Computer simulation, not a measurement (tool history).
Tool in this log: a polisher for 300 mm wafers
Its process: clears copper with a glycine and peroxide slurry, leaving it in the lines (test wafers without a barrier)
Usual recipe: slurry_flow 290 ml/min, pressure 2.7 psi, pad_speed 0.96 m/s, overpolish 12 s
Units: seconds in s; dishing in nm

run	hour	slurry_flow	pressure	pad_speed	overpolish	incoming thickness of the incoming film, nm	seconds	dishing
1	0.0	290	2.7	0.96	12	673.9	119.7	42.6
2	88.9	290	3.0	0.96	12	669.0	108.3	43.6
3	145.7	290	3.0	0.96	12	673.6	112.6	44.4
4	201.8	290	3.0	0.96	12	659.7	107.5	44.7
5	247.5	260	2.7	0.96	12	677.2	124.1	41.1
6	310.0	260	2.7	0.96	12	656.3	116.9	42.7
7	352.1	260	2.7	0.96	12	668.1	118.7	41.6
8	402.6	290	2.7	0.96	12	674.2	119.5	43.4
9	467.3	290	2.7	0.96	12	684.2	123.2	43.3
10	541.5	290	2.7	0.96	12	672.2	122.2	41.4
11	603.7	290	2.7	0.96	12	672.5	120.2	41.5
12	645.1	290	2.7	0.96	12	669.0	121.8	40.9
13	705.3	290	2.7	0.96	12	667.9	120.8	41.6
14	771.1	290	2.7	0.96	12	682.9	127.4	41.9
15	855.2	250	3.6	1.18	12	675.8	92.5	52.9
16	913.2	290	2.7	0.70	12	660.6	141.6	36.2
17	974.0	290	3.3	0.62	12	669.4	129.5	39.8
18	1058.1	290	3.5	0.96	12	684.2	107.9	48.4
19	1146.6	250	2.7	0.96	12	675.7	131.5	39.2
20	1247.8	290	2.7	0.96	12	667.1	117.7	42.1
21	1319.7	290	2.7	0.96	12	662.7	119.8	44.0
22	1400.8	190	2.9	0.96	12	679.4	122.4	41.9
23	1579.9	290	2.7	0.96	12	672.5	119.8	42.8
24	1648.3	370	2.3	1.28	16	671.2	115.3	50.7
25	1968.7	290	2.7	0.96	12	664.0	120.3	41.6
26	2047.2	260	2.7	0.96	12	676.6	122.3	40.6
27	2106.6	365	2.0	0.76	16	661.8	162.6	41.2
28	2170.9	325	2.0	0.82	12	677.8	163.0	33.7

The log once held 13 entries between its listed runs, left out of this copy. Where does each go, and what is different about the tool's unlogged condition between the listed run before it and the listed run after it?
From run 1 to run 2: worn pad replaced by a new one (hour 51.4)
  slurry flow missing at the pad, %: 5.51 -> 9.43
  measured less the result without the state, seconds: +0.6 -> +1.0 s; dishing: -0.2 -> -0.3 nm
From run 4 to run 5: head pressure recalibrated (hour 235.5)
  slurry flow missing at the pad, %: 14.4 -> 16.4
  measured less the result without the state, seconds: +1.6 -> +2.3 s; dishing: -0.5 -> -0.5 nm
From run 5 to run 6: slurry nozzle cleaned (hour 287.0)
  slurry flow missing at the pad, %: 16.4 -> 3.24
  measured less the result without the state, seconds: +2.3 -> +0.4 s; dishing: -0.5 -> -0.1 nm
From run 9 to run 10: worn pad replaced by a new one (hour 524.8)
  slurry flow missing at the pad, %: 10.2 -> 13.5
  measured less the result without the state, seconds: +1.2 -> +1.6 s; dishing: -0.3 -> -0.4 nm
From run 13 to run 14: slurry nozzle cleaned (hour 712.5)
  slurry flow missing at the pad, %: 20.7 -> 35.2
  measured less the result without the state, seconds: +2.7 -> +5.7 s; dishing: -0.7 -> -1.5 nm
From run 17 to run 18: worn pad replaced by a new one (hour 1015.4); head pressure recalibrated (hour 1057.6)
  slurry flow missing at the pad, %: 44.1 -> 47.9
  measured less the result without the state, seconds: +8.3 -> +8.0 s; dishing: -2.1 -> -2.6 nm
From run 19 to run 20: slurry nozzle cleaned, repeated, since the last time left the tool worse (hour 1157.6)
  slurry flow missing at the pad, %: 51.8 -> 6.14
  measured less the result without the state, seconds: +12.6 -> +0.7 s; dishing: -3.1 -> -0.2 nm
From run 22 to run 23: worn pad replaced by a new one (hour 1471.6); slurry nozzle cleaned (hour 1561.3)
  slurry flow missing at the pad, %: 12.9 -> 1.05
  measured less the result without the state, seconds: +2.2 -> +0.1 s; dishing: -0.5 -> +0.0 nm
From run 24 to run 25: head pressure recalibrated (hour 1822.9); worn pad replaced by a new one (hour 1861.6)
  slurry flow missing at the pad, %: 4.07 -> 18.2
  measured less the result without the state, seconds: +0.3 -> +2.3 s; dishing: -0.1 -> -0.6 nm
From run 25 to run 26: slurry nozzle cleaned (hour 1996.0)
  slurry flow missing at the pad, %: 18.2 -> 4.11
  measured less the result without the state, seconds: +2.3 -> +0.5 s; dishing: -0.6 -> -0.2 nm

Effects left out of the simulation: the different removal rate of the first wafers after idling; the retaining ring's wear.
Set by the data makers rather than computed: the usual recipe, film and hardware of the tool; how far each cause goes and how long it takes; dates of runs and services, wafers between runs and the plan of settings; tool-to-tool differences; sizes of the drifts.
